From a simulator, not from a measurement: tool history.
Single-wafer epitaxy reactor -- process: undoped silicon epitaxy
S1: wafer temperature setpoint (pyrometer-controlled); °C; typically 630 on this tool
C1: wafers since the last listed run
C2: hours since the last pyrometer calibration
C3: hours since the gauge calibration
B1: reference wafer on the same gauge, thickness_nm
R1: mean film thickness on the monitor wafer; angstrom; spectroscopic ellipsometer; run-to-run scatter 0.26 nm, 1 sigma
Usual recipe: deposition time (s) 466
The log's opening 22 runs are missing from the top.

{"run": 23, "hour": 1092.8, "S1": 630, "deposition time (s)": 466, "C1": 222, "C2": 182.2, "C3": 138.0, "B1": 51.955, "R1": 493.17}
{"run": 24, "hour": 1148.5, "S1": 621, "deposition time (s)": 556, "C1": 307, "C2": 237.9, "C3": 193.7, "B1": 51.976, "R1": 461.85}
{"run": 25, "hour": 1181.6, "S1": 630, "deposition time (s)": 521, "C1": 183, "C2": 271.0, "C3": 226.8, "B1": 52.03, "R1": 558.63}
{"run": 26, "hour": 1243.5, "S1": 630, "deposition time (s)": 466, "C1": 342, "C2": 332.9, "C3": 288.7, "B1": 52.014, "R1": 499.71}
{"run": 27, "hour": 1295.0, "S1": 642, "deposition time (s)": 436, "C1": 284, "C2": 384.4, "C3": 340.2, "B1": 52.017, "R1": 637.18}
{"run": 28, "hour": 1342.5, "S1": 639, "deposition time (s)": 466, "C1": 262, "C2": 431.9, "C3": 387.7, "B1": 51.986, "R1": 626.07}
{"run": 29, "hour": 1387.9, "S1": 617, "deposition time (s)": 517, "C1": 251, "C2": 477.3, "C3": 433.1, "B1": 52.042, "R1": 397.63}
{"run": 30, "hour": 1424.3, "S1": 617, "deposition time (s)": 557, "C1": 201, "C2": 513.7, "C3": 469.5, "B1": 52.039, "R1": 430.19}
{"run": 31, "hour": 1466.0, "S1": 630, "deposition time (s)": 466, "C1": 230, "C2": 555.4, "C3": 511.2, "B1": 51.991, "R1": 507.44}
{"run": 32, "hour": 1528.7, "S1": 636, "deposition time (s)": 549, "C1": 346, "C2": 618.1, "C3": 573.9, "B1": 52.015, "R1": 697.41}
{"run": 33, "hour": 1553.3, "S1": 645, "deposition time (s)": 558, "C1": 136, "C2": 642.7, "C3": 598.5, "B1": 51.965, "R1": 890.94}
{"run": 34, "hour": 1590.4, "S1": 617, "deposition time (s)": 557, "C1": 205, "C2": 679.8, "C3": 635.6, "B1": 52.016, "R1": 432.86}
{"run": 35, "hour": 1626.9, "S1": 619, "deposition time (s)": 512, "C1": 201, "C2": 716.3, "C3": 672.1, "B1": 51.998, "R1": 420.21}
{"run": 36, "hour": 1663.7, "S1": 618, "deposition time (s)": 466, "C1": 203, "C2": 753.1, "C3": 708.9, "B1": 52.003, "R1": 369.34}
{"run": 37, "hour": 1724.2, "S1": 621, "deposition time (s)": 375, "C1": 334, "C2": 813.6, "C3": 769.4, "B1": 52.001, "R1": 327.6}
{"run": 38, "hour": 1791.7, "S1": 624, "deposition time (s)": 382, "C1": 373, "C2": 881.1, "C3": 836.9, "B1": 51.976, "R1": 357.06}
{"run": 39, "hour": 1828.4, "S1": 641, "deposition time (s)": 508, "C1": 202, "C2": 917.8, "C3": 873.6, "B1": 52.02, "R1": 736.95}
{"run": 40, "hour": 1862.3, "S1": 625, "deposition time (s)": 436, "C1": 187, "C2": 951.7, "C3": 907.5, "B1": 51.982, "R1": 419.16}
{"run": 41, "hour": 1900.0, "S1": 640, "deposition time (s)": 379, "C1": 208, "C2": 989.4, "C3": 945.2, "B1": 51.96, "R1": 542.58}

Below are 3 alternative next runs, each starting from the tool's condition after run 41. Predict each:
{"run": "A", "hour": 1900.5, "S1": 630, "deposition time (s)": 466, "C1": 2, "C2": 989.9, "C3": 945.7, "B1": "?", "R1": "?"}
{"run": "B", "hour": 1900.5, "S1": 630, "deposition time (s)": 536, "C1": 2, "C2": 989.9, "C3": 945.7, "B1": "?", "R1": "?"}
{"run": "C", "hour": 1900.5, "S1": 630, "deposition time (s)": 378, "C1": 2, "C2": 989.9, "C3": 945.7, "B1": "?", "R1": "?"}

run=A B1=51.930 R1=513.68
run=B B1=51.930 R1=590.84
run=C B1=51.930 R1=416.67
Had the tool no hidden state, the same runs would have come out as:
run=A R1=486.14
run=B R1=559.16
run=C R1=394.34

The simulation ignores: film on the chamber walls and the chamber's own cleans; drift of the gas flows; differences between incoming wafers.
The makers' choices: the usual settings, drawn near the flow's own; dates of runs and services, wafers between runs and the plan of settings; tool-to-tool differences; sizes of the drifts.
